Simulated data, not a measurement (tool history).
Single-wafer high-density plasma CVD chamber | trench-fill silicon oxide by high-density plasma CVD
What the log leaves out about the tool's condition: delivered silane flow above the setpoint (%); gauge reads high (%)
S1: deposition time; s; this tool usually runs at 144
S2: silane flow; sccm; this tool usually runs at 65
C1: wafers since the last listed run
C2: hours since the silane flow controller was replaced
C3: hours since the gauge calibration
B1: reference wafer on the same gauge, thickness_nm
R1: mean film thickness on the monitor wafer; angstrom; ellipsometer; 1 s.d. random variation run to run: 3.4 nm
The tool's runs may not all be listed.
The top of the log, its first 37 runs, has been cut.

{"run": 38, "hour": 1839.6, "S1": 144, "S2": 76, "C1": 496, "C2": 478.7, "C3": 716.6, "B1": 1038.467, "R1": 11287.08}
{"run": 39, "hour": 1881.8, "S1": 160, "S2": 74, "C1": 506, "C2": 520.9, "C3": 758.8, "B1": 1040.362, "R1": 12157.67}
{"run": 40, "hour": 1924.6, "S1": 167, "S2": 71, "C1": 513, "C2": 563.7, "C3": 801.6, "B1": 1040.165, "R1": 12221.91}
{"run": 41, "hour": 1956.9, "S1": 144, "S2": 65, "C1": 387, "C2": 596.0, "C3": 833.9, "B1": 1038.955, "R1": 9665.25}
{"run": 42, "hour": 2006.3, "S1": 156, "S2": 65, "C1": 593, "C2": 645.4, "C3": 883.3, "B1": 1038.168, "R1": 10362.14}
{"run": 43, "hour": 2053.8, "S1": 164, "S2": 58, "C1": 570, "C2": 692.9, "C3": 930.8, "B1": 1041.435, "R1": 9805.6}
{"run": 44, "hour": 2090.5, "S1": 153, "S2": 53, "C1": 440, "C2": 729.6, "C3": 967.5, "B1": 1040.355, "R1": 8328.39}
{"run": 45, "hour": 2130.9, "S1": 154, "S2": 65, "C1": 484, "C2": 770.0, "C3": 1007.9, "B1": 1039.994, "R1": 10282.28}

Predict each of these 5 candidate next runs independently; none follows another, all start after run 45:
{"run": "A", "hour": 2131.3, "S1": 144, "S2": 65, "C1": 4, "C2": 770.4, "C3": 1008.3, "B1": "?", "R1": "?"}
{"run": "B", "hour": 2131.3, "S1": 125, "S2": 54, "C1": 4, "C2": 770.4, "C3": 1008.3, "B1": "?", "R1": "?"}
{"run": "C", "hour": 2131.3, "S1": 156, "S2": 61, "C1": 4, "C2": 770.4, "C3": 1008.3, "B1": "?", "R1": "?"}
{"run": "D", "hour": 2131.3, "S1": 152, "S2": 53, "C1": 4, "C2": 770.4, "C3": 1008.3, "B1": "?", "R1": "?"}
{"run": "E", "hour": 2131.3, "S1": 162, "S2": 58, "C1": 4, "C2": 770.4, "C3": 1008.3, "B1": "?", "R1": "?"}

run=A B1=1039.768 R1=9635.54
run=B B1=1039.768 R1=6948.70
run=C B1=1039.768 R1=9796.13
run=D B1=1039.768 R1=8293.15
run=E B1=1039.768 R1=9672.60
Without the tool's unlogged condition, the same runs would have read:
run=A R1=9746.96
run=B R1=7029.06
run=C R1=9909.41
run=D R1=8389.05
run=E R1=9784.45
